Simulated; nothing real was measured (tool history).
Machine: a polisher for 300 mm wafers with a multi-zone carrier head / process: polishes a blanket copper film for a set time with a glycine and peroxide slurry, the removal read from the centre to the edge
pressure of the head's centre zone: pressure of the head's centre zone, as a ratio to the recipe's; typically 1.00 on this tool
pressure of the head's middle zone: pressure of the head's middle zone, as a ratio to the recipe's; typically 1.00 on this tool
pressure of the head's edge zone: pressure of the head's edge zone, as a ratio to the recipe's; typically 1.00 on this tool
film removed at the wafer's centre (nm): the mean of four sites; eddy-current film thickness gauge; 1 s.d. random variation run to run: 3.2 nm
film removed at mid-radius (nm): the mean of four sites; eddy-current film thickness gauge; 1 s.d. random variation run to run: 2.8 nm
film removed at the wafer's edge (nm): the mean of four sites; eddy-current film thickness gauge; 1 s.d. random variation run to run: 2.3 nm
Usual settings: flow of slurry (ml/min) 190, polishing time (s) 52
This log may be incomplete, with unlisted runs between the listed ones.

run,hour,flow of slurry (ml/min),pressure of the head's centre zone,pressure of the head's middle zone,pressure of the head's edge zone,polishing time (s),"incoming thickness of the incoming film, nm",film removed at the wafer's centre (nm),film removed at mid-radius (nm),film removed at the wafer's edge (nm)
1,0.0,190,1.00,1.07,1.00,52,1464.2,264.4,304.0,291.6
2,22.9,190,1.00,1.00,0.97,45,1453.1,227.8,245.7,247.1
3,53.1,190,1.00,1.00,0.97,45,1444.5,226.3,248.2,245.9
4,73.7,190,1.00,1.00,0.97,45,1430.1,219.9,243.3,246.6
5,94.0,190,1.00,1.00,1.04,41,1432.1,207.1,219.6,232.0
6,109.8,190,1.00,1.00,1.06,52,1452.0,251.5,277.7,295.1
7,140.3,235,1.00,1.00,1.00,52,1452.4,290.3,308.8,313.7
8,157.3,235,1.00,1.00,1.00,52,1445.4,284.3,311.9,312.5
9,186.8,190,1.00,1.06,1.00,37,1445.5,193.5,228.4,213.0
10,214.9,190,1.00,1.06,1.00,37,1429.7,191.9,224.9,212.5
11,246.9,190,1.00,1.00,1.00,52,1437.3,270.4,307.4,301.8
12,278.9,190,1.00,1.00,1.00,52,1446.2,290.7,298.7,302.8
13,296.5,190,1.07,1.00,1.00,52,1441.6,305.1,295.9,308.2
14,325.4,190,0.94,1.00,1.12,52,1451.4,280.5,300.6,318.3
15,355.0,190,1.00,0.92,1.04,62,1437.7,345.1,330.4,366.4
16,379.0,190,1.00,1.00,0.96,52,1422.2,292.1,296.1,297.1

Not shown here: 7 entries made in the log between runs. Locate each between two listed runs and compare the hidden state at the listed run before it with the hidden state at the listed run after it:
Run 2 -> run 3: worn pad replaced by a new one (hour 27.2)
  slurry flow missing at the pad, %: 24.4 -> 26.6; deviation of the centre zone's pressure from its setpoint, %: -6.33 -> -6.89
  measured minus no-state result, film removed at the wafer's centre (nm): -28.0 -> -31.2; film removed at mid-radius (nm): -14.0 -> -16.1; film removed at the wafer's edge (nm): -10.3 -> -11.5
Run 6 -> run 7: slurry nozzle cleaned (hour 120.8)
  slurry flow missing at the pad, %: 31.2 -> 4.21; deviation of the centre zone's pressure from its setpoint, %: -8.01 -> -8.65
  measured minus no-state result, film removed at the wafer's centre (nm): -42.8 -> -24.2; film removed at mid-radius (nm): -22.8 -> -1.7; film removed at the wafer's edge (nm): -17.4 -> -1.4
Run 8 -> run 9: worn pad replaced by a new one (hour 181.0)
  slurry flow missing at the pad, %: 4.27 -> 4.44; deviation of the centre zone's pressure from its setpoint, %: -9.02 -> -9.68
  measured minus no-state result, film removed at the wafer's centre (nm): -24.8 -> -18.5; film removed at mid-radius (nm): -1.7 -> -1.7; film removed at the wafer's edge (nm): -1.4 -> -1.2
Run 10 -> run 11: edge zone pressure recalibrated (hour 229.9)
  slurry flow missing at the pad, %: 4.7 -> 5.11; deviation of the centre zone's pressure from its setpoint, %: -10.3 -> -11.1
  measured minus no-state result, film removed at the wafer's centre (nm): -19.8 -> -30.2; film removed at mid-radius (nm): -1.8 -> -2.7; film removed at the wafer's edge (nm): -1.3 -> -2.0
Run 11 -> run 12: centre zone pressure recalibrated (hour 265.4)
  slurry flow missing at the pad, %: 5.11 -> 5.64; deviation of the centre zone's pressure from its setpoint, %: -11.1 -> -0.783
  measured minus no-state result, film removed at the wafer's centre (nm): -30.2 -> -5.2; film removed at mid-radius (nm): -2.7 -> -3.0; film removed at the wafer's edge (nm): -2.0 -> -2.3
Run 12 -> run 13: carrier head's membrane replaced by a new one (hour 293.1)
  slurry flow missing at the pad, %: 5.64 -> 5.98; deviation of the centre zone's pressure from its setpoint, %: -0.783 -> -0.794
  measured minus no-state result, film removed at the wafer's centre (nm): -5.2 -> -5.7; film removed at mid-radius (nm): -3.0 -> -3.2; film removed at the wafer's edge (nm): -2.3 -> -2.5
Run 14 -> run 15: worn pad replaced by a new one (hour 332.5)
  slurry flow missing at the pad, %: 6.61 -> 7.36; deviation of the centre zone's pressure from its setpoint, %: -0.834 -> -0.9
  measured minus no-state result, film removed at the wafer's centre (nm): -5.8 -> -7.8; film removed at mid-radius (nm): -3.6 -> -4.4; film removed at the wafer's edge (nm): -2.8 -> -3.6
